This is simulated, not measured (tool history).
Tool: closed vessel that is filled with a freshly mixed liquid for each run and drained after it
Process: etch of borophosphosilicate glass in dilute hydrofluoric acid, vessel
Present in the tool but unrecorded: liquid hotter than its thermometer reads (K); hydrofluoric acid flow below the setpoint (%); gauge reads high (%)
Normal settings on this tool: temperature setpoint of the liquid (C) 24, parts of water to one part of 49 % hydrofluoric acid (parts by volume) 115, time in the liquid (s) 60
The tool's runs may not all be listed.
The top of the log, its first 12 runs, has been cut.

run,hour,temperature setpoint of the liquid (C),parts of water to one part of 49 % hydrofluoric acid (parts by volume),time in the liquid (s),wafers since the last listed run,hours since the thermometer was replaced,hours since the hydrofluoric acid flow meter was replaced,hours since the gauge calibration,"read-back film thickness of the borophosphosilicate glass reference wafer, read on the same gauge (nm)",thickness taken off the borophosphosilicate glass on a monitor wafer (angstrom)
13,282,24,115,60,1586,1140.3,1466.4,33.9,59.87,183.1
14,313.8,24,115,60,3254,1172.1,1498.2,65.7,59.91,183
15,345.6,22,135,60,3254,1203.9,1530,97.5,59.92,141.3
16,360,24,115,80,1473,1218.3,1544.4,111.9,59.92,246.3
17,388.2,25.5,115,80,2885,1246.5,1572.6,140.1,59.93,259
18,411.2,24,115,30,2353,1269.5,1595.6,163.1,59.95,92.1
19,425.8,19,115,60,1494,1284.1,1610.2,177.7,59.99,151.6
# hour 454.3: hydrofluoric acid flow meter replaced
20,459.9,19.5,135,60,3387,1318.2,5.6,211.8,59.99,128.1
# hour 520.1: thermometer replaced
21,557.8,26,85,30,9916,37.7,103.5,309.7,60.11,140.9
22,593.8,20,115,60,3684,73.7,139.5,345.7,60.19,158
23,613,26.5,115,60,1964,92.9,158.7,364.9,60.19,202
24,641.3,24,115,60,2896,121.2,187,393.2,60.24,182.6
25,673.9,21,100,60,3336,153.8,219.6,425.8,60.29,191
26,746.8,24,115,60,7460,226.7,292.5,498.7,60.44,185.3
27,759,21.5,115,60,1248,238.9,304.7,510.9,60.49,167
28,783.2,24,115,60,2476,263.1,328.9,535.1,60.52,184.2
29,852,24,115,60,7040,331.9,397.7,603.9,60.69,185.2
30,886.7,24,115,60,3551,366.6,432.4,638.6,60.83,186.3
31,903.5,24,115,60,1719,383.4,449.2,655.4,60.83,187.1
32,932.9,26.5,115,35,3008,412.8,478.6,684.8,60.94,120.6
33,953,24,115,35,2057,432.9,498.7,704.9,60.98,107.9

3 ways to go on from here, each from the tool as it stands after run 33. What would each give?
A,953.7,24,115,60,71,433.6,499.4,705.6,?,?
B,953.7,24,115,95,71,433.6,499.4,705.6,?,?
C,953.7,27,130,40,71,433.6,499.4,705.6,?,?

run,"read-back film thickness of the borophosphosilicate glass reference wafer, read on the same gauge (nm)",thickness taken off the borophosphosilicate glass on a monitor wafer (angstrom)
A,60.96,186.8
B,60.96,295.8
C,60.96,121.4
With no hidden state in the tool, these same runs would have given:
run,thickness taken off the borophosphosilicate glass on a monitor wafer (angstrom)
A,183.8
B,290.9
C,119.4
